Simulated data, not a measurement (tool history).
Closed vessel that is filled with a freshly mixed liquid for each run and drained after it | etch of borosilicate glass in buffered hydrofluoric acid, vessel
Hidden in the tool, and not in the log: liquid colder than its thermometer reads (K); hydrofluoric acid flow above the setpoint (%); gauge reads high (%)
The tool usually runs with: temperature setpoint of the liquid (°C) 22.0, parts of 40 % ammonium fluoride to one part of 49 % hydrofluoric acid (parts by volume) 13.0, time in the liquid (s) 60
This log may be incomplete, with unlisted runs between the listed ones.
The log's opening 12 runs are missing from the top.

run,hour,temperature setpoint of the liquid (°C),parts of 40 % ammonium fluoride to one part of 49 % hydrofluoric acid (parts by volume),time in the liquid (s),wafers since the last listed run,hours since the thermometer was replaced,hours since the hydrofluoric acid flow meter was replaced,hours since the gauge calibration,"read-back film thickness of the borosilicate glass reference wafer, read on the same gauge (nm)",thickness taken off the borosilicate glass on a monitor wafer (angstrom)
13,286.8,22.0,14.5,60,2484,1404.5,2302.3,373.4,50.02,450.2
14,304.6,22.0,14.5,60,1312,1422.3,2320.1,391.2,50.00,447.4
15,330.7,22.0,13.0,60,1923,1448.4,2346.2,417.3,50.00,494.7
# hour 336.5: hydrofluoric acid flow meter replaced
16,363.1,22.0,16.0,75,2314,1480.8,26.6,449.7,50.00,465.3
17,381.1,24.5,13.0,60,1326,1498.8,44.6,467.7,49.99,522.7
18,402.0,22.0,10.0,50,1540,1519.7,65.5,488.6,50.00,485.0
# hour 404.3: thermometer replaced
19,415.3,25.0,9.5,40,906,11.0,78.8,501.9,50.03,543.6
20,440.8,17.5,13.0,60,1879,36.5,104.3,527.4,50.00,404.8
21,460.7,26.5,17.0,80,1466,56.4,124.2,547.3,50.00,678.2
# hour 462.3: gauge calibrated
22,485.7,24.5,13.0,40,1842,81.4,149.2,23.4,50.01,399.0
23,519.0,22.0,13.0,60,2454,114.7,182.5,56.7,50.03,524.5
24,551.6,22.0,13.0,60,2402,147.3,215.1,89.3,50.00,514.6
25,573.7,27.0,15.0,85,1628,169.4,237.2,111.4,50.00,835.6
26,593.2,18.0,10.5,30,1437,188.9,256.7,130.9,49.99,259.4
27,614.9,19.0,15.5,75,1599,210.6,278.4,152.6,50.03,463.5
28,633.7,25.0,13.0,30,1385,229.4,297.2,171.4,50.01,305.4
29,647.1,19.5,17.5,45,987,242.8,310.6,184.8,49.98,252.8
30,671.7,19.0,13.0,60,1813,267.4,335.2,209.4,50.00,441.0

Each row is a separate what-if for the run after 30, all from the same tool condition, not one after another. Results?
A,672.4,22.0,10.5,60,51,268.1,335.9,210.1,?,?
B,672.4,18.5,17.5,85,51,268.1,335.9,210.1,?,?
C,672.4,25.5,13.0,30,51,268.1,335.9,210.1,?,?

run,"read-back film thickness of the borosilicate glass reference wafer, read on the same gauge (nm)",thickness taken off the borosilicate glass on a monitor wafer (angstrom)
A,50.02,639.4
B,50.02,450.4
C,50.02,312.5
Take away the tool's hidden state, keep each run's random variation, and the runs would have read:
run,thickness taken off the borosilicate glass on a monitor wafer (angstrom)
A,632.8
B,446.1
C,309.2
